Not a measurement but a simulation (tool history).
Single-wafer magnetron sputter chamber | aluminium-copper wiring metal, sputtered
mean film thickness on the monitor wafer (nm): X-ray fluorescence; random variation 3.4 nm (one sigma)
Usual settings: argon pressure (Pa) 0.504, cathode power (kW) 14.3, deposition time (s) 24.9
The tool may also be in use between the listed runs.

run    hour  argon pressure (Pa)  cathode power (kW)  deposition time (s)  wafers since the last listed run  wafers on the sputter target  hours since the last manometer calibration  hours since the magnet pack was replaced  hours since the gauge calibration  read-back reference wafer on the same gauge, thickness_nm  mean film thickness on the monitor wafer (nm)
  1       0                0.504                14.3                   21                                 0                          3650                                        10.1                                    5547.6                               68.6                                                    533.932                                        484.984
  2   100.6                0.504               15.85                 24.9                              2678                          6328                                       110.7                                    5648.2                              169.2                                                    533.263                                        624.594
  3   204.8                0.504               15.85                 24.9                              2774                          9103                                       214.9                                    5752.4                              273.4                                                     534.17                                        603.877
  4   247.4                0.504               15.85                 24.9                              1134                         10237                                       257.5                                      5795                                316                                                    534.375                                         603.99
      335.4  -- sputter target and shields replaced
  5   340.6                0.504               12.25                 24.9                              2268                           137                                       350.7                                    5888.2                              409.2                                                    534.531                                        497.668
  6   439.5                0.504                14.3                 24.9                              2633                          2771                                       449.6                                    5987.1                              508.1                                                    533.931                                        570.887
  7   478.5                0.504                14.3                 24.9                              1038                          3809                                       488.6                                    6026.1                              547.1                                                    534.192                                        573.434
      726.2  -- sputter target and shields replaced
  8   748.9                0.504               12.75                 24.9                              6986                           604                                         759                                    6296.5                              817.5                                                    533.556                                         513.81
  9   856.3                0.504               12.75                 24.9                              2859                          3464                                       866.4                                    6403.9                              924.9                                                     534.22                                        508.826
 10   935.3                0.504                14.3                 24.9                              2103                          5567                                       945.4                                    6482.9                             1003.9                                                    533.697                                        565.555
 11   998.5                0.504                14.3                 24.9                              1682                          7250                                      1008.6                                    6546.1                             1067.1                                                    534.589                                        558.972
 12  1042.1                0.504                14.3                 24.9                              1160                          8411                                      1052.2                                    6589.7                             1110.7                                                    533.483                                         559.92
     1055.3  -- capacitance manometer re-zeroed and calibrated
 13  1086.6                 0.68                14.3                 27.3                               971                          9383                                        31.3                                    6634.2                             1155.2                                                    533.577                                        574.358
     1114.6  -- sputter target and shields replaced
 14  1172.2                0.504                14.3                 24.9                              2066                          1533                                       116.9                                    6719.8                             1240.8                                                    533.827                                        573.586
 15  1258.2                0.504                14.3                 24.9                              2289                          3823                                       202.9                                    6805.8                             1326.8                                                    533.915                                        573.141
     1296.3  -- magnet pack replaced
     1323.8  -- gauge calibrated
 16  1329.2                0.504                14.3                 24.9                              1677                          5500                                       273.9                                      32.9                                5.4                                                     534.38                                        573.094
 17  1385.2                0.358                14.3                 22.7                              1491                          6991                                       329.9                                      88.9                               61.4                                                    534.082                                        538.943
 18  1427.8                0.576               12.95                 24.9                              1134                          8126                                       372.5                                     131.5                                104                                                    534.285                                        491.297
 19  1510.7                0.647               15.65                 27.4                              2207                         10333                                       455.4                                     214.4                              186.9                                                    533.726                                        629.995
     1585.3  -- sputter target and shields replaced
 20  1601.7                0.504               15.65                 24.9                              2210                           435                                       546.4                                     305.4                              277.9                                                    533.672                                        632.823
 21  1682.7                 0.58               10.95                 24.9                              2156                          2592                                       627.4                                     386.4                              358.9                                                    534.084                                        431.762
 22  1760.2                 0.68                14.3                 27.3                              2063                          4656                                       704.9                                     463.9                              436.4                                                    534.517                                        593.034
 23  1861.4                0.504                14.3                 24.9                              2694                          7350                                       806.1                                     565.1                              537.6                                                    534.258                                        565.813
 24  2038.4                0.504                11.3                 20.7                              4712                         12063                                       983.1                                     742.1                              714.6                                                    533.442                                        354.806
     2057.7  -- sputter target and shields replaced
 25  2100.6                0.329                15.8                 21.1                              1443                          1141                                      1045.3                                     804.3                              776.8                                                    533.917                                        578.178

3 ways to go on from here, each from the tool as it stands after run 25. What would each give?
  A  2101                0.504                  16                 24.9                                10                          1152                                      1045.7                                     804.7                              777.2                                                          ?                                              ?
  B  2101                0.504                15.9                 24.9                                10                          1152                                      1045.7                                     804.7                              777.2                                                          ?                                              ?
  C  2101                0.664                13.1                 27.4                                10                          1152                                      1045.7                                     804.7                              777.2                                                          ?                                              ?

run  read-back reference wafer on the same gauge, thickness_nm  mean film thickness on the monitor wafer (nm)
  A                                                    534.607                                        651.838
  B                                                    534.607                                        647.764
  C                                                    534.607                                        556.935
Without the tool's hidden state the same runs would have given:
run  mean film thickness on the monitor wafer (nm)
  A                                        653.658
  B                                        649.572
  C                                        558.489
